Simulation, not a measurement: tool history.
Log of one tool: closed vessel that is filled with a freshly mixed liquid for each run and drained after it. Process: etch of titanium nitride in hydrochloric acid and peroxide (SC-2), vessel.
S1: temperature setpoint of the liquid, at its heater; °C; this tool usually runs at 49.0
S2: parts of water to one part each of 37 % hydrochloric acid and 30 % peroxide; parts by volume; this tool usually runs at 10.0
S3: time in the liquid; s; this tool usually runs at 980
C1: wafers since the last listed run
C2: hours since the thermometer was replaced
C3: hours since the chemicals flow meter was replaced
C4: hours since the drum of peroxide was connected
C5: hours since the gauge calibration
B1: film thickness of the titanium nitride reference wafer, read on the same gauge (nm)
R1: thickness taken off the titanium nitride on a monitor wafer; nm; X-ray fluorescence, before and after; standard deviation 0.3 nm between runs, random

{"run": 1, "day": 0.0, "S1": 49.0, "S2": 10.0, "S3": 980, "C1": 0, "C2": 296.6, "C3": 1485.2, "C4": 291.4, "C5": 280.0, "B1": 60.01, "R1": 41.91}
{"run": 2, "day": 1.183, "S1": 49.0, "S2": 10.0, "S3": 980, "C1": 1756, "C2": 325.0, "C3": 1513.6, "C4": 319.8, "C5": 308.4, "B1": 59.99, "R1": 41.47}
{"run": 3, "day": 2.429, "S1": 49.0, "S2": 10.0, "S3": 980, "C1": 1848, "C2": 354.9, "C3": 1543.5, "C4": 349.7, "C5": 338.3, "B1": 60.01, "R1": 41.72}
{"run": 4, "day": 3.554, "S1": 49.0, "S2": 10.0, "S3": 980, "C1": 1669, "C2": 381.9, "C3": 1570.5, "C4": 376.7, "C5": 365.3, "B1": 60.0, "R1": 41.67}
{"run": 5, "day": 5.033, "S1": 49.0, "S2": 10.0, "S3": 980, "C1": 2195, "C2": 417.4, "C3": 1606.0, "C4": 412.2, "C5": 400.8, "B1": 59.99, "R1": 42.02}
{"run": 6, "day": 5.7, "S1": 49.0, "S2": 10.0, "S3": 980, "C1": 989, "C2": 433.4, "C3": 1622.0, "C4": 428.2, "C5": 416.8, "B1": 59.99, "R1": 41.81}
{"run": 7, "day": 6.996, "S1": 49.0, "S2": 10.0, "S3": 1200, "C1": 1922, "C2": 464.5, "C3": 1653.1, "C4": 459.3, "C5": 447.9, "B1": 59.96, "R1": 51.61}
{"run": 8, "day": 8.171, "S1": 49.0, "S2": 10.0, "S3": 1200, "C1": 1743, "C2": 492.7, "C3": 1681.3, "C4": 487.5, "C5": 476.1, "B1": 59.98, "R1": 51.91}
{"day": 8.8, "done": "gauge calibrated"}
{"run": 9, "day": 8.871, "S1": 49.0, "S2": 10.0, "S3": 1200, "C1": 1038, "C2": 509.5, "C3": 1698.1, "C4": 504.3, "C5": 1.7, "B1": 60.01, "R1": 51.01}
{"run": 10, "day": 10.446, "S1": 49.0, "S2": 10.0, "S3": 980, "C1": 2337, "C2": 547.3, "C3": 1735.9, "C4": 542.1, "C5": 39.5, "B1": 59.99, "R1": 42.87}
{"day": 11.229, "done": "chemicals flow meter replaced"}
{"run": 11, "day": 11.521, "S1": 58.0, "S2": 10.0, "S3": 980, "C1": 1533, "C2": 573.1, "C3": 7.0, "C4": 567.9, "C5": 65.3, "B1": 60.0, "R1": 78.91}
{"run": 12, "day": 12.592, "S1": 49.0, "S2": 13.5, "S3": 540, "C1": 1589, "C2": 598.8, "C3": 32.7, "C4": 593.6, "C5": 91.0, "B1": 60.02, "R1": 18.93}
{"run": 13, "day": 14.842, "S1": 49.0, "S2": 14.5, "S3": 980, "C1": 3338, "C2": 652.8, "C3": 86.7, "C4": 647.6, "C5": 145.0, "B1": 59.97, "R1": 32.12}
{"day": 15.362, "done": "thermometer replaced"}
{"run": 14, "day": 15.383, "S1": 49.0, "S2": 10.0, "S3": 980, "C1": 741, "C2": 0.5, "C3": 99.7, "C4": 660.6, "C5": 158.0, "B1": 59.98, "R1": 44.58}
{"day": 15.529, "done": "chemicals flow meter replaced, repeated, since the last time left the tool worse"}
{"run": 15, "day": 16.142, "S1": 42.5, "S2": 10.0, "S3": 725, "C1": 1063, "C2": 18.7, "C3": 14.7, "C4": 678.8, "C5": 176.2, "B1": 60.0, "R1": 18.94}
{"run": 16, "day": 17.446, "S1": 43.5, "S2": 14.5, "S3": 1370, "C1": 1935, "C2": 50.0, "C3": 46.0, "C4": 710.1, "C5": 207.5, "B1": 59.99, "R1": 27.19}
{"day": 17.842, "done": "new drum of peroxide connected"}
{"run": 17, "day": 18.612, "S1": 39.0, "S2": 6.0, "S3": 755, "C1": 1669, "C2": 78.0, "C3": 74.0, "C4": 18.5, "C5": 235.5, "B1": 60.0, "R1": 22.55}
{"run": 18, "day": 19.417, "S1": 55.5, "S2": 12.5, "S3": 1450, "C1": 1193, "C2": 97.3, "C3": 93.3, "C4": 37.8, "C5": 254.8, "B1": 59.99, "R1": 74.53}
{"run": 19, "day": 22.5, "S1": 43.5, "S2": 6.0, "S3": 1445, "C1": 4575, "C2": 171.3, "C3": 167.3, "C4": 111.8, "C5": 328.8, "B1": 60.0, "R1": 60.22}
{"run": 20, "day": 23.888, "S1": 49.0, "S2": 10.0, "S3": 980, "C1": 2059, "C2": 204.6, "C3": 200.6, "C4": 145.1, "C5": 362.1, "B1": 60.0, "R1": 38.96}

3 ways to go on from here, each from the tool as it stands after run 20. What would each give?
{"run": "A", "day": 23.925, "S1": 49.0, "S2": 10.0, "S3": 980, "C1": 55, "C2": 205.5, "C3": 201.5, "C4": 146.0, "C5": 363.0, "B1": "?", "R1": "?"}
{"run": "B", "day": 23.925, "S1": 39.5, "S2": 10.0, "S3": 415, "C1": 55, "C2": 205.5, "C3": 201.5, "C4": 146.0, "C5": 363.0, "B1": "?", "R1": "?"}
{"run": "C", "day": 23.925, "S1": 51.5, "S2": 10.0, "S3": 980, "C1": 55, "C2": 205.5, "C3": 201.5, "C4": 146.0, "C5": 363.0, "B1": "?", "R1": "?"}

run=A B1=59.97 R1=39.13
run=B B1=59.97 R1=8.59
run=C B1=59.97 R1=46.21
Without the tool's unlogged condition, the same runs would have read:
run=A R1=38.71
run=B R1=8.50
run=C R1=45.72
